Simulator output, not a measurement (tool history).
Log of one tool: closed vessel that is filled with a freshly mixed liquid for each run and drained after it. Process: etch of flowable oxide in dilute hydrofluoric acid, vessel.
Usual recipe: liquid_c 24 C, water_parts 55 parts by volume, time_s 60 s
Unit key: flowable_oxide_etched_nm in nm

| run | hour | liquid_c | water_parts | time_s | read-back film thickness of the flowable oxide reference wafer, read on the same gauge (nm) | flowable_oxide_etched_nm |
|---|---|---|---|---|---|---|
| 1 | 0 | 24 | 55 | 60 | 49.99 | 33.4 |
| 2 | 107.6 | 24 | 55 | 60 | 50 | 36.11 |
| 3 | 154 | 24 | 55 | 50 | 49.98 | 30.26 |
| 4 | 197 | 24 | 55 | 50 | 50 | 30.02 |
| 5 | 354.7 | 24 | 80 | 85 | 49.99 | 33.67 |
| 6 | 442.8 | 24 | 55 | 80 | 49.99 | 47.05 |
| 7 | 494.3 | 24 | 55 | 80 | 50.01 | 47.47 |
| 8 | 562.9 | 24 | 55 | 80 | 50.03 | 47 |
| 9 | 622.4 | 24 | 55 | 60 | 50.01 | 35.08 |
| 10 | 691.9 | 24 | 55 | 60 | 50 | 34.86 |
| 11 | 733.1 | 24 | 55 | 60 | 49.99 | 35.19 |
| 12 | 822.1 | 24 | 55 | 60 | 50 | 34.63 |
| 13 | 909.4 | 24 | 55 | 60 | 50 | 34.8 |
| 14 | 1030.6 | 24 | 55 | 60 | 50 | 34.25 |
| 15 | 1075.9 | 24 | 55 | 60 | 50.01 | 34.35 |
| 16 | 1145.4 | 24 | 80 | 85 | 49.99 | 32.2 |
| 17 | 1265.7 | 24 | 80 | 45 | 49.99 | 16.93 |
| 18 | 1317.8 | 22.5 | 55 | 50 | 50 | 26.4 |
| 19 | 1504.8 | 27 | 55 | 75 | 49.99 | 51.14 |
| 20 | 1601 | 27.5 | 70 | 60 | 49.99 | 31.15 |
| 21 | 1708.6 | 28.5 | 70 | 30 | 49.98 | 16.6 |
| 22 | 1802 | 20.5 | 55 | 35 | 50.01 | 17.69 |
| 23 | 1838.1 | 27 | 45 | 75 | 50 | 61.44 |
| 24 | 1889.1 | 22 | 55 | 40 | 50 | 21.74 |
| 25 | 1937.9 | 24 | 55 | 50 | 49.98 | 29.22 |
| 26 | 1977.5 | 21.5 | 55 | 60 | 50 | 31.88 |
| 27 | 2044.4 | 24 | 55 | 90 | 49.99 | 52.15 |
| 28 | 2133.7 | 24 | 55 | 60 | 50.02 | 34.5 |
| 29 | 2236.2 | 24 | 40 | 40 | 50 | 31.88 |
| 30 | 2337 | 29 | 40 | 85 | 49.99 | 83.02 |
| 31 | 2417 | 25.5 | 55 | 60 | 49.97 | 36.2 |
| 32 | 2488.8 | 24 | 55 | 60 | 50 | 33.9 |

Put back what was entered between runs (4 entries, withheld): which listed runs does each sit between, and how does the hidden state differ from the listed run before to the listed run after?
Between runs 1 and 2: hydrofluoric acid flow meter replaced (hour 69.3)
  hydrofluoric acid flow below the setpoint (%): 7.98 -> 0.604
  measured minus no-state result, flowable_oxide_etched_nm: -3.12 -> -0.23 nm
Between runs 11 and 12: thermometer replaced (hour 812.5)
  hydrofluoric acid flow below the setpoint (%): 3.93 -> 4.4
  measured minus no-state result, flowable_oxide_etched_nm: -1.55 -> -1.71 nm
Between runs 17 and 18: gauge calibrated (hour 1316.5)
  hydrofluoric acid flow below the setpoint (%): 6.76 -> 7.04
  measured minus no-state result, flowable_oxide_etched_nm: -1.36 -> -2.15 nm
Between runs 18 and 19: hydrofluoric acid flow meter replaced (hour 1338.4)
  hydrofluoric acid flow below the setpoint (%): 7.04 -> 1.46
  measured minus no-state result, flowable_oxide_etched_nm: -2.15 -> -0.82 nm
